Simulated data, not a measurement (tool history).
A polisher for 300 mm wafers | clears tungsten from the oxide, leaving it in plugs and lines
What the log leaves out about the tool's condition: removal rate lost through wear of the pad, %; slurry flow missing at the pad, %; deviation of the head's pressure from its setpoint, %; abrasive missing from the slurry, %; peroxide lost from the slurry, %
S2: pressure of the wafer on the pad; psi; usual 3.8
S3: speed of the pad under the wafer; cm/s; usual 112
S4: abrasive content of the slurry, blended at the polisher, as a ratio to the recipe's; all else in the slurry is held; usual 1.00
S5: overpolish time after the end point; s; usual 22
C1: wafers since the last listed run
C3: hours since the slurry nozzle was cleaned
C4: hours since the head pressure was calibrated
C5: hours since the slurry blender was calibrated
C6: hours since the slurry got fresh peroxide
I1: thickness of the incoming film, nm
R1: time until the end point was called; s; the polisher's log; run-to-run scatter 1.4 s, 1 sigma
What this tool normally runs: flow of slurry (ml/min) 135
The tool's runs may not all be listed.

{"run": 1, "hour": 0.0, "flow of slurry (ml/min)": 135, "S2": 3.4, "S3": 112, "S4": 1.0, "S5": 22, "C1": 0, "wafers polished on this pad": 2261, "C3": 350.6, "C4": 326.6, "C5": 9.8, "C6": 205.2, "I1": 475.3, "R1": 121.7}
{"hour": 56.1, "done": "worn pad replaced by a new one"}
{"hour": 217.4, "done": "slurry tank refilled with fresh slurry and peroxide"}
{"hour": 220.5, "done": "slurry nozzle cleaned"}
{"run": 2, "hour": 222.9, "flow of slurry (ml/min)": 135, "S2": 3.4, "S3": 112, "S4": 1.0, "S5": 22, "C1": 1526, "wafers polished on this pad": 1160, "C3": 2.4, "C4": 549.5, "C5": 232.7, "C6": 5.5, "I1": 466.7, "R1": 117.8}
{"run": 3, "hour": 303.3, "flow of slurry (ml/min)": 135, "S2": 3.8, "S3": 130, "S4": 1.0, "S5": 31, "C1": 566, "wafers polished on this pad": 1726, "C3": 82.8, "C4": 629.9, "C5": 313.1, "C6": 85.9, "I1": 478.1, "R1": 100.7}
{"hour": 382.2, "done": "slurry blender recalibrated"}
{"run": 4, "hour": 398.6, "flow of slurry (ml/min)": 135, "S2": 3.8, "S3": 130, "S4": 1.0, "S5": 31, "C1": 656, "wafers polished on this pad": 2383, "C3": 178.1, "C4": 725.2, "C5": 16.4, "C6": 181.2, "I1": 470.5, "R1": 101.3}
{"hour": 422.2, "done": "worn pad replaced by a new one"}
{"run": 5, "hour": 447.2, "flow of slurry (ml/min)": 135, "S2": 3.8, "S3": 112, "S4": 1.0, "S5": 18, "C1": 313, "wafers polished on this pad": 176, "C3": 226.7, "C4": 773.8, "C5": 65.0, "C6": 229.8, "I1": 468.9, "R1": 108.5}
{"run": 6, "hour": 501.4, "flow of slurry (ml/min)": 135, "S2": 3.8, "S3": 112, "S4": 1.0, "S5": 18, "C1": 381, "wafers polished on this pad": 557, "C3": 280.9, "C4": 828.0, "C5": 119.2, "C6": 284.0, "I1": 465.8, "R1": 111.4}
{"hour": 540.4, "done": "slurry tank refilled with fresh slurry and peroxide"}
{"run": 7, "hour": 589.8, "flow of slurry (ml/min)": 135, "S2": 3.8, "S3": 112, "S4": 1.0, "S5": 22, "C1": 615, "wafers polished on this pad": 1172, "C3": 369.3, "C4": 916.4, "C5": 207.6, "C6": 49.4, "I1": 467.8, "R1": 116.8}
{"hour": 615.0, "done": "head pressure recalibrated"}
{"run": 8, "hour": 655.6, "flow of slurry (ml/min)": 135, "S2": 3.8, "S3": 112, "S4": 1.0, "S5": 22, "C1": 449, "wafers polished on this pad": 1622, "C3": 435.1, "C4": 40.6, "C5": 273.4, "C6": 115.2, "I1": 465.4, "R1": 120.7}
{"hour": 698.4, "done": "slurry nozzle cleaned"}
{"hour": 760.8, "done": "worn pad replaced by a new one"}
{"run": 9, "hour": 762.3, "flow of slurry (ml/min)": 135, "S2": 3.8, "S3": 112, "S4": 1.0, "S5": 22, "C1": 715, "wafers polished on this pad": 10, "C3": 63.9, "C4": 147.3, "C5": 380.1, "C6": 221.9, "I1": 469.6, "R1": 126.5}
{"hour": 781.9, "done": "slurry blender recalibrated"}
{"hour": 832.8, "done": "slurry tank refilled with fresh slurry and peroxide, repeated, since the last time left the tool worse"}
{"run": 10, "hour": 863.4, "flow of slurry (ml/min)": 135, "S2": 3.8, "S3": 112, "S4": 1.0, "S5": 22, "C1": 690, "wafers polished on this pad": 701, "C3": 165.0, "C4": 248.4, "C5": 81.5, "C6": 30.6, "I1": 463.7, "R1": 105.6}
{"run": 11, "hour": 912.9, "flow of slurry (ml/min)": 135, "S2": 3.8, "S3": 100, "S4": 1.0, "S5": 22, "C1": 348, "wafers polished on this pad": 1049, "C3": 214.5, "C4": 297.9, "C5": 131.0, "C6": 80.1, "I1": 472.9, "R1": 112.8}
{"run": 12, "hour": 950.3, "flow of slurry (ml/min)": 135, "S2": 2.6, "S3": 86, "S4": 0.85, "S5": 22, "C1": 263, "wafers polished on this pad": 1312, "C3": 251.9, "C4": 335.3, "C5": 168.4, "C6": 117.5, "I1": 472.3, "R1": 198.0}
{"run": 13, "hour": 997.1, "flow of slurry (ml/min)": 135, "S2": 3.8, "S3": 112, "S4": 1.25, "S5": 22, "C1": 329, "wafers polished on this pad": 1642, "C3": 298.7, "C4": 382.1, "C5": 215.2, "C6": 164.3, "I1": 474.9, "R1": 104.5}
{"run": 14, "hour": 1077.1, "flow of slurry (ml/min)": 135, "S2": 3.8, "S3": 112, "S4": 0.75, "S5": 22, "C1": 563, "wafers polished on this pad": 2205, "C3": 378.7, "C4": 462.1, "C5": 295.2, "C6": 244.3, "I1": 460.2, "R1": 121.1}
{"hour": 1084.3, "done": "worn pad replaced by a new one"}
{"hour": 1151.7, "done": "slurry blender recalibrated"}
{"hour": 1167.0, "done": "slurry tank refilled with fresh slurry and peroxide"}
{"hour": 1178.5, "done": "slurry nozzle cleaned"}
{"run": 15, "hour": 1184.6, "flow of slurry (ml/min)": 135, "S2": 3.8, "S3": 76, "S4": 0.8, "S5": 22, "C1": 700, "wafers polished on this pad": 678, "C3": 6.1, "C4": 569.6, "C5": 32.9, "C6": 17.6, "I1": 461.5, "R1": 137.5}
{"run": 16, "hour": 1224.7, "flow of slurry (ml/min)": 135, "S2": 3.8, "S3": 112, "S4": 1.0, "S5": 22, "C1": 282, "wafers polished on this pad": 960, "C3": 46.2, "C4": 609.7, "C5": 73.0, "C6": 57.7, "I1": 463.3, "R1": 106.4}
{"run": 17, "hour": 1285.6, "flow of slurry (ml/min)": 135, "S2": 3.8, "S3": 112, "S4": 1.15, "S5": 22, "C1": 428, "wafers polished on this pad": 1389, "C3": 107.1, "C4": 670.6, "C5": 133.9, "C6": 118.6, "I1": 464.3, "R1": 101.4}
{"hour": 1489.9, "done": "worn pad replaced by a new one"}
{"hour": 1489.9, "done": "slurry blender recalibrated"}
{"hour": 1522.2, "done": "slurry tank refilled with fresh slurry and peroxide"}
{"run": 18, "hour": 1565.6, "flow of slurry (ml/min)": 135, "S2": 3.8, "S3": 112, "S4": 1.0, "S5": 22, "C1": 1949, "wafers polished on this pad": 525, "C3": 387.1, "C4": 950.6, "C5": 75.7, "C6": 43.4, "I1": 471.8, "R1": 105.4}
{"hour": 1645.8, "done": "head pressure recalibrated"}
{"run": 19, "hour": 1664.6, "flow of slurry (ml/min)": 135, "S2": 3.8, "S3": 78, "S4": 1.0, "S5": 22, "C1": 682, "wafers polished on this pad": 1208, "C3": 486.1, "C4": 18.8, "C5": 174.7, "C6": 142.4, "I1": 463.5, "R1": 130.9}
{"hour": 1705.6, "done": "slurry nozzle cleaned"}
{"run": 20, "hour": 1746.4, "flow of slurry (ml/min)": 120, "S2": 4.8, "S3": 130, "S4": 1.0, "S5": 22, "C1": 568, "wafers polished on this pad": 1777, "C3": 40.8, "C4": 100.6, "C5": 256.5, "C6": 224.2, "I1": 474.9, "R1": 80.7}
{"run": 21, "hour": 1849.7, "flow of slurry (ml/min)": 135, "S2": 3.8, "S3": 112, "S4": 1.0, "S5": 22, "C1": 727, "wafers polished on this pad": 2504, "C3": 144.1, "C4": 203.9, "C5": 359.8, "C6": 327.5, "I1": 477.2, "R1": 115.8}
{"hour": 1877.0, "done": "slurry tank refilled with fresh slurry and peroxide"}
{"run": 22, "hour": 1891.1, "flow of slurry (ml/min)": 135, "S2": 3.8, "S3": 112, "S4": 1.0, "S5": 22, "C1": 284, "wafers polished on this pad": 2788, "C3": 185.5, "C4": 245.3, "C5": 401.2, "C6": 14.1, "I1": 476.5, "R1": 107.1}

What differs in the tool's unlogged condition from the final listed run ahead of each entry between runs to the first listed run following it?
From run 1 to run 2: worn pad replaced by a new one (hour 56.1); slurry tank refilled with fresh slurry and peroxide (hour 217.4); slurry nozzle cleaned (hour 220.5)
  peroxide lost from the slurry, %: 11.1 -> 2.51
  measured less the result without the state, R1: +5.3 -> +1.1 s
From run 3 to run 4: slurry blender recalibrated (hour 382.2)
  peroxide lost from the slurry, %: 6.33 -> 10.9
  measured less the result without the state, R1: +2.5 -> +4.4 s
From run 4 to run 5: worn pad replaced by a new one (hour 422.2)
  peroxide lost from the slurry, %: 10.9 -> 13.2
  measured less the result without the state, R1: +4.4 -> +5.8 s
From run 6 to run 7: slurry tank refilled with fresh slurry and peroxide (hour 540.4)
  peroxide lost from the slurry, %: 15.7 -> 29.4
  measured less the result without the state, R1: +7.2 -> +15.1 s
From run 7 to run 8: head pressure recalibrated (hour 615.0)
  peroxide lost from the slurry, %: 29.4 -> 32.5
  measured less the result without the state, R1: +15.1 -> +17.6 s
From run 8 to run 9: slurry nozzle cleaned (hour 698.4); worn pad replaced by a new one (hour 760.8)
  peroxide lost from the slurry, %: 32.5 -> 37.6
  measured less the result without the state, R1: +17.6 -> +22.0 s
From run 9 to run 10: slurry blender recalibrated (hour 781.9); slurry tank refilled with fresh slurry and peroxide, repeated, since the last time left the tool worse (hour 832.8)
  peroxide lost from the slurry, %: 37.6 -> 2.87
  measured less the result without the state, R1: +22.0 -> +1.1 s
From run 14 to run 15: worn pad replaced by a new one (hour 1084.3); slurry blender recalibrated (hour 1151.7); slurry tank refilled with fresh slurry and peroxide (hour 1167.0); slurry nozzle cleaned (hour 1178.5)
  peroxide lost from the slurry, %: 13 -> 3.22
  measured less the result without the state, R1: +6.3 -> +1.7 s
From run 17 to run 18: worn pad replaced by a new one (hour 1489.9); slurry blender recalibrated (hour 1489.9); slurry tank refilled with fresh slurry and peroxide (hour 1522.2)
  peroxide lost from the slurry, %: 8.02 -> 2.19
  measured less the result without the state, R1: +3.2 -> +0.9 s
From run 18 to run 19: head pressure recalibrated (hour 1645.8)
  peroxide lost from the slurry, %: 2.19 -> 6.89
  measured less the result without the state, R1: +0.9 -> +3.5 s
From run 19 to run 20: slurry nozzle cleaned (hour 1705.6)
  peroxide lost from the slurry, %: 6.89 -> 10.8
  measured less the result without the state, R1: +3.5 -> +3.5 s
From run 21 to run 22: slurry tank refilled with fresh slurry and peroxide (hour 1877.0)
  peroxide lost from the slurry, %: 15.7 -> 2.54
  measured less the result without the state, R1: +7.4 -> +1.0 s
